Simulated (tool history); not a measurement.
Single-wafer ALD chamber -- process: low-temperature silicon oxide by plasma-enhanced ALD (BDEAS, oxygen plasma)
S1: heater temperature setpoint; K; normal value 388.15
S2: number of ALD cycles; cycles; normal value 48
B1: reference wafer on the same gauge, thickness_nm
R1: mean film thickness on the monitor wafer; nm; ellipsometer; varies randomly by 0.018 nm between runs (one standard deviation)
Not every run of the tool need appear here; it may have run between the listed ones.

Run 1, day 0: usual settings; B1 8.093. Result: R1 6.776 nm.
At day 2.542: thermocouple changed; heater temperature recalibrated.
Run 2, day 2.562: usual settings but S1 381.15 K; B1 8.093. Result: R1 6.971 nm.
Run 3, day 5.229: usual settings but S1 381.15 K; B1 8.086. Result: R1 6.921 nm.
Run 4, day 7.296: usual settings; B1 8.088. Result: R1 6.876 nm.
Run 5, day 10.017: usual settings; B1 8.088. Result: R1 6.842 nm.
Run 6, day 11.842: usual settings; B1 8.085. Result: R1 6.788 nm.
Run 7, day 13.867: usual settings; B1 8.087. Result: R1 6.824 nm.
Run 8, day 16.754: usual settings; B1 8.089. Result: R1 6.808 nm.
Run 9, day 19.042: usual settings but S1 376.15 K, S2 43 cycles; B1 8.091. Result: R1 6.261 nm.
Run 10, day 23.475: usual settings but S1 376.15 K, S2 43 cycles; B1 8.091. Result: R1 6.239 nm.
Run 11, day 33.783: usual settings; B1 8.086. Result: R1 6.789 nm.
Run 12, day 38.258: usual settings; B1 8.087. Result: R1 6.784 nm.
Run 13, day 42.421: usual settings but S1 393.15 K, S2 53 cycles; B1 8.085. Result: R1 7.455 nm.
Run 14, day 45.558: usual settings but S1 393.15 K, S2 53 cycles; B1 8.09. Result: R1 7.436 nm.
Run 15, day 47.425: usual settings; B1 8.092. Result: R1 6.806 nm.
At day 49.912: gauge calibrated.
At day 50.779: thermocouple changed; heater temperature recalibrated.
Run 16, day 50.8: usual settings; B1 8.09. Result: R1 6.875 nm.
Run 17, day 56.271: usual settings but S2 54 cycles; B1 8.085. Result: R1 7.704 nm.
Run 18, day 59.812: usual settings but S1 396.15 K, S2 41 cycles; B1 8.089. Result: R1 5.749 nm.
Run 19, day 61.838: usual settings but S1 383.15 K; B1 8.09. Result: R1 6.909 nm.
Run 20, day 63.771: usual settings; B1 8.089. Result: R1 6.833 nm.
Run 21, day 67.967: usual settings but S2 46 cycles; B1 8.09. Result: R1 6.494 nm.
Run 22, day 71.65: usual settings but S1 397.15 K, S2 55 cycles; B1 8.095. Result: R1 7.624 nm.
Run 23, day 75.025: usual settings but S1 394.15 K; B1 8.085. Result: R1 6.712 nm.
Run 24, day 79.192: usual settings but S2 39 cycles; B1 8.088. Result: R1 5.542 nm.
Run 25, day 83.088: usual settings; B1 8.09. Result: R1 6.802 nm.
Run 26, day 86.308: usual settings but S2 56 cycles; B1 8.089. Result: R1 7.915 nm.
Run 27, day 88.788: usual settings; B1 8.088. Result: R1 6.781 nm.
Run 28, day 91.571: usual settings but S2 42 cycles; B1 8.087. Result: R1 5.931 nm.
Run 29, day 94.325: usual settings but S1 397.15 K; B1 8.089. Result: R1 6.688 nm.
Run 30, day 97.4: usual settings but S1 381.15 K, S2 43 cycles; B1 8.089. Result: R1 6.177 nm.
Run 31, day 100.558: usual settings; B1 8.089. Result: R1 6.769 nm.
Run 32, day 103.217: usual settings but S1 381.15 K, S2 43 cycles; B1 8.09. Result: R1 6.157 nm.
At day 105.375: thermocouple changed; heater temperature recalibrated.
Run 33, day 107.25: usual settings but S2 39 cycles; B1 8.087. Result: R1 5.588 nm.
Run 34, day 110.725: usual settings but S1 402.15 K, S2 42 cycles; B1 8.091. Result: R1 5.807 nm.

Hidden state, per run?
gauge reads high (%): 0 in every run
H1: wafer temperature above the value expected at the setpoint (K)
run      H1
  1    5.71
  2   0.605
  3    1.45
  4    2.03
  5     2.7
  6    3.09
  7    3.49
  8    3.98
  9    4.32
 10    4.87
 11    5.74
 12       6
 13    6.18
 14    6.29
 15    6.35
 16  0.0455
 17    1.66
 18    2.48
 19    2.88
 20    3.22
 21    3.86
 22    4.31
 23    4.65
 24    4.99
 25    5.25
 26    5.43
 27    5.54
 28    5.66
 29    5.75
 30    5.84
 31    5.92
 32    5.98
 33  -0.463
 34   0.514
